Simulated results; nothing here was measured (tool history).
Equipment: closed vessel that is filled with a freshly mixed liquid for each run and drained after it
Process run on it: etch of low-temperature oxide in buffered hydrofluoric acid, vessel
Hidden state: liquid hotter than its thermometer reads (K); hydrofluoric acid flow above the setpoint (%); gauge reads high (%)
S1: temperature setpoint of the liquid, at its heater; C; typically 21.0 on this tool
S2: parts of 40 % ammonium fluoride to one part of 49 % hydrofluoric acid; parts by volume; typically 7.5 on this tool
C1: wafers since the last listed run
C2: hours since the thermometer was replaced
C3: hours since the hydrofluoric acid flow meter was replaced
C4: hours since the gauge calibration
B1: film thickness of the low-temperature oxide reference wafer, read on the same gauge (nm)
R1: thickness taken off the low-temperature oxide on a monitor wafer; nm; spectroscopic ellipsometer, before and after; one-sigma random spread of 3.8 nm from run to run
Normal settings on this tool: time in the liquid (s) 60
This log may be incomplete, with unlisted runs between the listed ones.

{"run": 1, "hour": 0.0, "S1": 21.0, "S2": 6.0, "time in the liquid (s)": 70, "C1": 0, "C2": 1742.3, "C3": 1914.7, "C4": 536.1, "B1": 150.0, "R1": 625.65}
{"run": 2, "hour": 49.3, "S1": 21.0, "S2": 6.0, "time in the liquid (s)": 70, "C1": 3920, "C2": 1791.6, "C3": 1964.0, "C4": 585.4, "B1": 150.0, "R1": 611.36}
{"hour": 60.0, "done": "gauge calibrated"}
{"run": 3, "hour": 86.2, "S1": 21.0, "S2": 7.5, "time in the liquid (s)": 60, "C1": 2934, "C2": 1828.5, "C3": 2000.9, "C4": 26.2, "B1": 149.99, "R1": 436.29}
{"run": 4, "hour": 131.0, "S1": 21.0, "S2": 7.5, "time in the liquid (s)": 60, "C1": 3562, "C2": 1873.3, "C3": 2045.7, "C4": 71.0, "B1": 150.01, "R1": 436.1}
{"run": 5, "hour": 198.7, "S1": 21.0, "S2": 7.5, "time in the liquid (s)": 60, "C1": 5383, "C2": 1941.0, "C3": 2113.4, "C4": 138.7, "B1": 150.01, "R1": 438.72}
{"run": 6, "hour": 245.9, "S1": 21.0, "S2": 7.5, "time in the liquid (s)": 60, "C1": 3753, "C2": 1988.2, "C3": 2160.6, "C4": 185.9, "B1": 150.01, "R1": 434.43}
{"run": 7, "hour": 428.2, "S1": 21.0, "S2": 8.5, "time in the liquid (s)": 60, "C1": 14495, "C2": 2170.5, "C3": 2342.9, "C4": 368.2, "B1": 149.98, "R1": 393.3}
{"hour": 489.0, "done": "hydrofluoric acid flow meter replaced"}
{"run": 8, "hour": 497.1, "S1": 21.0, "S2": 8.5, "time in the liquid (s)": 60, "C1": 5399, "C2": 2239.4, "C3": 8.1, "C4": 437.1, "B1": 150.02, "R1": 348.95}
{"run": 9, "hour": 525.1, "S1": 21.0, "S2": 7.5, "time in the liquid (s)": 60, "C1": 2226, "C2": 2267.4, "C3": 36.1, "C4": 465.1, "B1": 150.0, "R1": 405.17}
{"run": 10, "hour": 588.4, "S1": 21.0, "S2": 7.5, "time in the liquid (s)": 60, "C1": 5033, "C2": 2330.7, "C3": 99.4, "C4": 528.4, "B1": 150.03, "R1": 404.55}
{"run": 11, "hour": 624.2, "S1": 21.0, "S2": 7.5, "time in the liquid (s)": 60, "C1": 2846, "C2": 2366.5, "C3": 135.2, "C4": 564.2, "B1": 150.02, "R1": 402.17}
{"hour": 634.9, "done": "thermometer replaced"}
{"run": 12, "hour": 671.2, "S1": 25.5, "S2": 10.0, "time in the liquid (s)": 70, "C1": 3657, "C2": 36.3, "C3": 182.2, "C4": 611.2, "B1": 150.0, "R1": 457.47}
{"hour": 690.0, "done": "gauge calibrated"}
{"run": 13, "hour": 697.7, "S1": 17.0, "S2": 5.5, "time in the liquid (s)": 90, "C1": 2107, "C2": 62.8, "C3": 208.7, "C4": 7.7, "B1": 150.0, "R1": 630.46}
{"run": 14, "hour": 730.8, "S1": 21.0, "S2": 7.5, "time in the liquid (s)": 60, "C1": 2631, "C2": 95.9, "C3": 241.8, "C4": 40.8, "B1": 149.99, "R1": 400.57}
{"run": 15, "hour": 768.2, "S1": 17.0, "S2": 7.5, "time in the liquid (s)": 60, "C1": 2973, "C2": 133.3, "C3": 279.2, "C4": 78.2, "B1": 150.01, "R1": 322.42}
{"run": 16, "hour": 825.0, "S1": 25.5, "S2": 9.5, "time in the liquid (s)": 60, "C1": 4516, "C2": 190.1, "C3": 336.0, "C4": 135.0, "B1": 149.98, "R1": 409.48}
{"run": 17, "hour": 870.6, "S1": 22.5, "S2": 7.5, "time in the liquid (s)": 45, "C1": 3625, "C2": 235.7, "C3": 381.6, "C4": 180.6, "B1": 150.01, "R1": 330.68}
{"run": 18, "hour": 919.4, "S1": 19.5, "S2": 8.5, "time in the liquid (s)": 45, "C1": 3880, "C2": 284.5, "C3": 430.4, "C4": 229.4, "B1": 150.01, "R1": 245.39}
{"run": 19, "hour": 986.5, "S1": 24.5, "S2": 7.5, "time in the liquid (s)": 60, "C1": 5335, "C2": 351.6, "C3": 497.5, "C4": 296.5, "B1": 149.99, "R1": 502.67}
{"run": 20, "hour": 1028.9, "S1": 18.5, "S2": 5.5, "time in the liquid (s)": 30, "C1": 3371, "C2": 394.0, "C3": 539.9, "C4": 338.9, "B1": 150.0, "R1": 236.53}
{"run": 21, "hour": 1060.3, "S1": 22.5, "S2": 7.5, "time in the liquid (s)": 45, "C1": 2496, "C2": 425.4, "C3": 571.3, "C4": 370.3, "B1": 149.98, "R1": 336.91}
{"run": 22, "hour": 1106.8, "S1": 22.5, "S2": 5.5, "time in the liquid (s)": 60, "C1": 3697, "C2": 471.9, "C3": 617.8, "C4": 416.8, "B1": 150.0, "R1": 578.92}

What if the next run were any one of these 5? Each begins from the tool's condition after run 22:
{"run": "A", "hour": 1107.5, "S1": 26.0, "S2": 7.5, "time in the liquid (s)": 60, "C1": 55, "C2": 472.6, "C3": 618.5, "C4": 417.5, "B1": "?", "R1": "?"}
{"run": "B", "hour": 1107.5, "S1": 19.0, "S2": 10.5, "time in the liquid (s)": 70, "C1": 55, "C2": 472.6, "C3": 618.5, "C4": 417.5, "B1": "?", "R1": "?"}
{"run": "C", "hour": 1107.5, "S1": 23.5, "S2": 7.5, "time in the liquid (s)": 70, "C1": 55, "C2": 472.6, "C3": 618.5, "C4": 417.5, "B1": "?", "R1": "?"}
{"run": "D", "hour": 1107.5, "S1": 19.0, "S2": 9.0, "time in the liquid (s)": 60, "C1": 55, "C2": 472.6, "C3": 618.5, "C4": 417.5, "B1": "?", "R1": "?"}
{"run": "E", "hour": 1107.5, "S1": 25.5, "S2": 7.5, "time in the liquid (s)": 60, "C1": 55, "C2": 472.6, "C3": 618.5, "C4": 417.5, "B1": "?", "R1": "?"}

run=A B1=149.99 R1=541.59
run=B B1=149.99 R1=313.39
run=C B1=149.99 R1=551.81
run=D B1=149.99 R1=302.50
run=E B1=149.99 R1=527.21
Had the tool no hidden state, the same runs would have come out as:
run=A R1=516.78
run=B R1=300.39
run=C R1=526.52
run=D R1=288.53
run=E R1=503.05

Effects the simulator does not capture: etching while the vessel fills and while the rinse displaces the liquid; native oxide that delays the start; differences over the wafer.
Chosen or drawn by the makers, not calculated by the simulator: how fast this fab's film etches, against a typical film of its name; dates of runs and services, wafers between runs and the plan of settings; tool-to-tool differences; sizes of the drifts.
